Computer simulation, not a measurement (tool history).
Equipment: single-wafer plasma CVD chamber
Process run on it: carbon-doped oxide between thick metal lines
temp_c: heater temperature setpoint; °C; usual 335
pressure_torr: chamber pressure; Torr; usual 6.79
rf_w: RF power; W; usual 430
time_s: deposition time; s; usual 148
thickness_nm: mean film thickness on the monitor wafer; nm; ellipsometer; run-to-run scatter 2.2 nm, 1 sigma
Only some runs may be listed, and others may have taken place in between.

run	hour	temp_c	pressure_torr	rf_w	time_s	read-back reference wafer on the same gauge, thickness_nm	thickness_nm
1	0	335	6.79	430	148	602.932	670.865
2	24.6	335	6.79	430	148	603.359	673.445
3	51.8	340	6.79	430	148	603.126	660.462
4	67.9	335	6.79	430	148	601.973	672.077
# hour 85.6: thermocouple changed; heater temperature recalibrated
5	97.2	335	6.79	430	148	603.398	671.939
6	117.8	335	6.79	430	148	602.649	671.459
# hour 132.8: RF generator calibrated
7	141.6	335	6.79	430	159	602.985	741.061
8	154.8	335	6.79	430	159	603.304	740.332
9	177.9	335	7.39	345	148	602.511	617.516
10	207	346	6.79	430	148	603.32	667.569
11	223	328	6.79	355	164	602.644	709.671
12	256.6	344	6.79	495	125	602.84	610.253
# hour 265.4: capacitance manometer re-zeroed and calibrated
13	289	329	6.79	430	148	602.837	701.816
14	310.5	341	8.47	390	166	603.349	722.484
15	324.9	335	6.79	430	148	603.264	684.092
16	353.6	335	6.79	430	129	603.419	599.826
17	386.8	342	6.79	430	148	603.612	666.885
# hour 396.5: gauge calibrated
18	400	320	6.79	430	148	602.341	728.812
19	431.3	340	5.76	390	169	603.503	721.906
20	445.8	335	6.79	430	148	603.584	681.473
21	468	340	6.79	360	138	601.973	569.766
22	482.9	335	8.31	430	132	602.775	614.271
23	518.7	340	8.14	380	118	602.871	507.077
24	540.5	335	6.79	430	148	603.07	680.592
25	563	335	6.79	430	148	603.276	681.495
26	588	323	6.19	430	134	602.665	642.905
27	615.7	335	6.79	430	148	603.221	681.693
28	649.3	346	6.79	430	148	603.337	653.939

For each run, what was the tool's unlogged condition?
wafer temperature above the value expected at the setpoint (K): 0, the same for each run
true pressure above the setpoint (%): 0, the same for each run
gauge reads high (%): 0, the same for each run
H1: delivered RF power above the setpoint (%)
run	H1
1	-5.3
2	-5.32
3	-5.35
4	-5.36
5	-5.38
6	-5.4
7	-0.41
8	-0.552
9	-0.79
10	-1.07
11	-1.22
12	-1.52
13	-1.78
14	-1.95
15	-2.06
16	-2.26
17	-2.49
18	-2.57
19	-2.76
20	-2.84
21	-2.97
22	-3.05
23	-3.23
24	-3.33
25	-3.43
26	-3.54
27	-3.65
28	-3.78
